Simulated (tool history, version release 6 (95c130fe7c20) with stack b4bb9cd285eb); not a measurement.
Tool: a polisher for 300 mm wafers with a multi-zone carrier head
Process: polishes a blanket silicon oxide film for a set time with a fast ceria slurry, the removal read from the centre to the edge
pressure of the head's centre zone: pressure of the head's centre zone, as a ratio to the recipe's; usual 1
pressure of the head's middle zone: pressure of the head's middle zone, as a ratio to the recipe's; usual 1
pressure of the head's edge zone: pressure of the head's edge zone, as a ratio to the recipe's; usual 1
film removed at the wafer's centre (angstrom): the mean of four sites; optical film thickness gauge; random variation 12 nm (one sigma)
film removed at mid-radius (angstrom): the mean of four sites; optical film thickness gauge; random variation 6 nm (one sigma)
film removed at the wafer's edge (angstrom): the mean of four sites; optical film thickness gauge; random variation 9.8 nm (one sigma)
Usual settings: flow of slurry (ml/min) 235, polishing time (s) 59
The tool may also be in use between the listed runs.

run	hour	flow of slurry (ml/min)	pressure of the head's centre zone	pressure of the head's middle zone	pressure of the head's edge zone	polishing time (s)	incoming thickness of the incoming film, nm	film removed at the wafer's centre (angstrom)	film removed at mid-radius (angstrom)	film removed at the wafer's edge (angstrom)
1	0	235	1	1	1	59	2730.4	8151	8330	8275
2	21.1	235	1	1	1	59	2694.6	8238	8225	8165
# hour 35.1: edge zone pressure recalibrated
3	35.6	235	1	1	1	59	2758.6	8147	8111	8119
4	57.8	235	1.07	1	1.08	59	2765.4	8529	8129	8494
5	75.5	235	1	1	1	59	2782.5	8228	8076	7989
6	102.3	210	1	0.91	1	59	2697.1	8154	7566	8065
# hour 118: worn pad replaced by a new one
7	136.5	285	1	1	1	67	2737.9	9882	9699	9660
8	151.8	235	1	1	1	59	2725	8399	8422	8314
9	186.5	275	1.04	1	0.94	59	2690.1	8659	8466	8002
10	218.7	155	1.11	1	0.95	59	2770	8187	7667	7693
# hour 230.6: centre zone pressure recalibrated
11	246.6	310	1	0.92	0.93	59	2742	8790	8068	8153
12	261.6	235	1	1	1	59	2693	8129	8088	7931
13	289.5	235	1	1	1	59	2756.4	8256	8195	8036
# hour 299.6: slurry nozzle cleaned
14	314.9	235	1.05	1	0.9	67	2722.9	9513	9215	8648
15	350.4	300	0.9	1	1	51	2801.6	6806	7208	7100
# hour 362.4: worn pad replaced by a new one
16	383.8	235	1	1.07	1	59	2772.6	8549	8778	8458
17	407.1	235	1	1	1	59	2744.4	8292	8132	8051
18	423.5	235	1	1	0.88	59	2740.7	8474	8173	7612
19	450.1	235	1	1	1	59	2762.3	8158	8105	8261
20	463.6	180	1	0.9	1	59	2779.2	7988	7409	7852
21	482.6	235	1	1	1	59	2725.7	8245	8009	7935
22	537.2	235	1	1	0.9	59	2788.9	8131	8076	7635

Forecast run 23:
23	549.7	195	1	1	1	59	2709.6	?	?	?

film removed at the wafer's centre (angstrom): 7825
film removed at mid-radius (angstrom): 7771
film removed at the wafer's edge (angstrom): 7936
Without the tool's hidden state the same run would have given film removed at the wafer's centre (angstrom) 8383, film removed at mid-radius (angstrom) 8325, film removed at the wafer's edge (angstrom) 8502.
